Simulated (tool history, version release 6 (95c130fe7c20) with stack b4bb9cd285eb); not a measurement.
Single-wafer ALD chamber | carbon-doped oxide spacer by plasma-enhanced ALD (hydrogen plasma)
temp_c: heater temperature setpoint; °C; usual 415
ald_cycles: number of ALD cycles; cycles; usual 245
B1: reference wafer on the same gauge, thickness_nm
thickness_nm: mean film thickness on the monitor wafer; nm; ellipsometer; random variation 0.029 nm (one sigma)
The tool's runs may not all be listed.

{"run": 1, "day": 0.0, "temp_c": 415, "ald_cycles": 245, "B1": 11.098, "thickness_nm": 12.074}
{"run": 2, "day": 0.758, "temp_c": 415, "ald_cycles": 245, "B1": 11.1, "thickness_nm": 11.986}
{"run": 3, "day": 2.004, "temp_c": 415, "ald_cycles": 245, "B1": 11.1, "thickness_nm": 11.97}
{"run": 4, "day": 3.262, "temp_c": 418, "ald_cycles": 245, "B1": 11.099, "thickness_nm": 11.861}
{"run": 5, "day": 4.096, "temp_c": 418, "ald_cycles": 245, "B1": 11.097, "thickness_nm": 11.877}
{"run": 6, "day": 4.6, "temp_c": 415, "ald_cycles": 245, "B1": 11.097, "thickness_nm": 12.037}
{"run": 7, "day": 5.854, "temp_c": 415, "ald_cycles": 245, "B1": 11.1, "thickness_nm": 12.028}
{"run": 8, "day": 6.679, "temp_c": 415, "ald_cycles": 245, "B1": 11.099, "thickness_nm": 12.025}
{"run": 9, "day": 7.888, "temp_c": 415, "ald_cycles": 245, "B1": 11.098, "thickness_nm": 12.008}
{"run": 10, "day": 8.604, "temp_c": 415, "ald_cycles": 245, "B1": 11.102, "thickness_nm": 12.045}
{"run": 11, "day": 9.55, "temp_c": 415, "ald_cycles": 245, "B1": 11.102, "thickness_nm": 12.0}
{"run": 12, "day": 10.575, "temp_c": 415, "ald_cycles": 245, "B1": 11.1, "thickness_nm": 12.016}
{"run": 13, "day": 11.158, "temp_c": 415, "ald_cycles": 245, "B1": 11.101, "thickness_nm": 12.042}
{"run": 14, "day": 11.788, "temp_c": 415, "ald_cycles": 245, "B1": 11.1, "thickness_nm": 12.044}
{"run": 15, "day": 12.5, "temp_c": 415, "ald_cycles": 217, "B1": 11.105, "thickness_nm": 10.664}
{"run": 16, "day": 13.942, "temp_c": 415, "ald_cycles": 217, "B1": 11.101, "thickness_nm": 10.654}
{"run": 17, "day": 14.775, "temp_c": 415, "ald_cycles": 217, "B1": 11.1, "thickness_nm": 10.647}
{"run": 18, "day": 15.612, "temp_c": 427, "ald_cycles": 245, "B1": 11.101, "thickness_nm": 11.556}
{"run": 19, "day": 16.912, "temp_c": 420, "ald_cycles": 221, "B1": 11.099, "thickness_nm": 10.645}
{"run": 20, "day": 19.067, "temp_c": 415, "ald_cycles": 245, "B1": 11.101, "thickness_nm": 12.035}
{"run": 21, "day": 20.35, "temp_c": 406, "ald_cycles": 213, "B1": 11.099, "thickness_nm": 10.687}
{"run": 22, "day": 21.308, "temp_c": 415, "ald_cycles": 231, "B1": 11.103, "thickness_nm": 11.334}
{"run": 23, "day": 22.625, "temp_c": 415, "ald_cycles": 245, "B1": 11.099, "thickness_nm": 12.073}
{"day": 24.912, "done": "gauge calibrated"}
{"day": 26.725, "done": "thermocouple changed; heater temperature recalibrated"}
{"run": 24, "day": 26.746, "temp_c": 401, "ald_cycles": 245, "B1": 11.099, "thickness_nm": 12.335}
{"run": 25, "day": 27.4, "temp_c": 407, "ald_cycles": 280, "B1": 11.097, "thickness_nm": 13.795}
{"run": 26, "day": 28.446, "temp_c": 415, "ald_cycles": 245, "B1": 11.099, "thickness_nm": 11.74}
{"run": 27, "day": 29.646, "temp_c": 415, "ald_cycles": 263, "B1": 11.101, "thickness_nm": 12.625}
{"run": 28, "day": 30.662, "temp_c": 428, "ald_cycles": 264, "B1": 11.096, "thickness_nm": 12.125}
{"run": 29, "day": 31.767, "temp_c": 429, "ald_cycles": 273, "B1": 11.102, "thickness_nm": 12.519}
{"run": 30, "day": 33.242, "temp_c": 403, "ald_cycles": 245, "B1": 11.096, "thickness_nm": 12.301}
{"run": 31, "day": 33.967, "temp_c": 429, "ald_cycles": 245, "B1": 11.1, "thickness_nm": 11.228}
{"run": 32, "day": 34.888, "temp_c": 406, "ald_cycles": 213, "B1": 11.1, "thickness_nm": 10.598}
{"run": 33, "day": 35.942, "temp_c": 415, "ald_cycles": 245, "B1": 11.101, "thickness_nm": 11.827}
{"run": 34, "day": 36.521, "temp_c": 420, "ald_cycles": 210, "B1": 11.102, "thickness_nm": 9.905}
{"run": 35, "day": 37.254, "temp_c": 429, "ald_cycles": 209, "B1": 11.099, "thickness_nm": 9.621}
{"run": 36, "day": 37.896, "temp_c": 420, "ald_cycles": 221, "B1": 11.101, "thickness_nm": 10.507}

Forecast each of these 3 alternatives for the next run:
{"run": "A", "day": 37.929, "temp_c": 415, "ald_cycles": 245, "B1": "?", "thickness_nm": "?"}
{"run": "B", "day": 37.929, "temp_c": 425, "ald_cycles": 282, "B1": "?", "thickness_nm": "?"}
{"run": "C", "day": 37.929, "temp_c": 415, "ald_cycles": 292, "B1": "?", "thickness_nm": "?"}

run=A B1=11.096 thickness_nm=11.837
run=B B1=11.096 thickness_nm=13.160
run=C B1=11.096 thickness_nm=14.108
Without the tool's hidden state the same runs would have given:
run=A thickness_nm=11.757
run=B thickness_nm=13.068
run=C thickness_nm=14.013
